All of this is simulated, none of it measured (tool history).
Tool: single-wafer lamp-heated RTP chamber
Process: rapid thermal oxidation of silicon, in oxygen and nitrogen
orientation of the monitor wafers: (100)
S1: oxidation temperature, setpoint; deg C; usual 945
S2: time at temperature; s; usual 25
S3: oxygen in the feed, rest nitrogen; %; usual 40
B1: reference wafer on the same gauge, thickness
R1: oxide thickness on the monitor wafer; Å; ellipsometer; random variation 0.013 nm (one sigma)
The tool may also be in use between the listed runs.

| run | day | S1 | S2 | S3 | B1 | R1 |
|---|---|---|---|---|---|---|
| 1 | 0 | 945 | 25 | 40 | 2.597 | 27.49 |
| 2 | 0.85 | 945 | 25 | 40 | 2.6 | 26.56 |
| 3 | 1.754 | 945 | 25 | 40 | 2.604 | 26.67 |
| 4 | 2.708 | 945 | 25 | 40 | 2.599 | 26.89 |
| 5 | 4.125 | 945 | 25 | 40 | 2.599 | 26.69 |
| 6 | 5.142 | 945 | 25 | 40 | 2.603 | 26.97 |
| 7 | 8.979 | 945 | 25 | 40 | 2.598 | 26.75 |
| 8 | 10.354 | 945 | 25 | 40 | 2.6 | 27 |
| 9 | 11.129 | 945 | 25 | 40 | 2.598 | 27.1 |
| 10 | 11.792 | 945 | 25 | 40 | 2.6 | 26.87 |
| 11 | 12.7 | 945 | 25 | 40 | 2.599 | 27.12 |
| 12 | 13.738 | 945 | 25 | 40 | 2.601 | 27.18 |
| 13 | 14.892 | 945 | 25 | 40 | 2.597 | 27.5 |
| 14 | 16.046 | 958 | 25 | 48 | 2.596 | 29.94 |
| 15 | 17.1 | 945 | 25 | 40 | 2.6 | 27.48 |
| 16 | 17.808 | 945 | 25 | 40 | 2.602 | 27.47 |
| 17 | 18.95 | 945 | 25 | 40 | 2.599 | 26.56 |
| 18 | 19.362 | 937 | 21 | 18 | 2.598 | 23.82 |
| 19 | 20.25 | 945 | 14 | 23 | 2.604 | 23.01 |
| 20 | 20.796 | 920 | 29 | 57 | 2.599 | 26.82 |
| 21 | 21.867 | 969 | 25 | 40 | 2.607 | 29.52 |
| 22 | 22.725 | 945 | 25 | 40 | 2.598 | 27.09 |
| 23 | 23.388 | 928 | 16 | 64 | 2.596 | 24.9 |
| 24 | 24.246 | 958 | 33 | 40 | 2.6 | 30.67 |
| 25 | 25.075 | 959 | 22 | 31 | 2.601 | 26.84 |
| 26 | 25.588 | 945 | 25 | 40 | 2.6 | 27.35 |
| 27 | 26.525 | 945 | 25 | 40 | 2.598 | 27.2 |
| 28 | 27.579 | 973 | 25 | 53 | 2.596 | 32 |
| 29 | 28.746 | 958 | 21 | 40 | 2.6 | 27.27 |
| 30 | 29.875 | 933 | 20 | 17 | 2.601 | 23.61 |
| 31 | 31.667 | 933 | 15 | 57 | 2.603 | 24.77 |
| 32 | 32.912 | 945 | 25 | 40 | 2.601 | 27.61 |
| 33 | 33.417 | 945 | 18 | 68 | 2.598 | 27.51 |
| 34 | 34.538 | 945 | 21 | 40 | 2.602 | 26.56 |
| 35 | 35.533 | 945 | 25 | 40 | 2.6 | 26.79 |
| 36 | 36.092 | 953 | 37 | 29 | 2.597 | 28.59 |
| 37 | 37.088 | 945 | 25 | 61 | 2.597 | 28.58 |

Taken out of this log: 7 entries between the listed runs. Where each belongs, and how the hidden state differs across it:
Between runs 1 and 2: pyrometer window cleaned and pyrometer calibrated (day 0.829)
  true wafer temperature minus pyrometer reading, K: 10.7 -> 0.467
  measured less the result without the state, R1: +0.99 -> +0.04 Å
Between runs 6 and 7: oxygen flow controller replaced (day 6.971); pyrometer window cleaned and pyrometer calibrated (day 8.883)
  true wafer temperature minus pyrometer reading, K: 5.05 -> 0.95
  measured less the result without the state, R1: +0.45 -> +0.08 Å
Between runs 11 and 12: gauge calibrated (day 13.467)
  true wafer temperature minus pyrometer reading, K: 4.93 -> 6.04
  measured less the result without the state, R1: +0.44 -> +0.54 Å
Between runs 16 and 17: pyrometer window cleaned and pyrometer calibrated (day 18.929)
  true wafer temperature minus pyrometer reading, K: 10.4 -> 0.135
  measured less the result without the state, R1: +0.95 -> +0.01 Å
Between runs 27 and 28: pyrometer window cleaned and pyrometer calibrated (day 26.892)
  true wafer temperature minus pyrometer reading, K: 8.23 -> 3.35
  measured less the result without the state, R1: +0.74 -> +0.54 Å
Between runs 34 and 35: pyrometer window cleaned and pyrometer calibrated (day 34.912)
  true wafer temperature minus pyrometer reading, K: 10.8 -> 0.666
  measured less the result without the state, R1: +0.87 -> +0.06 Å

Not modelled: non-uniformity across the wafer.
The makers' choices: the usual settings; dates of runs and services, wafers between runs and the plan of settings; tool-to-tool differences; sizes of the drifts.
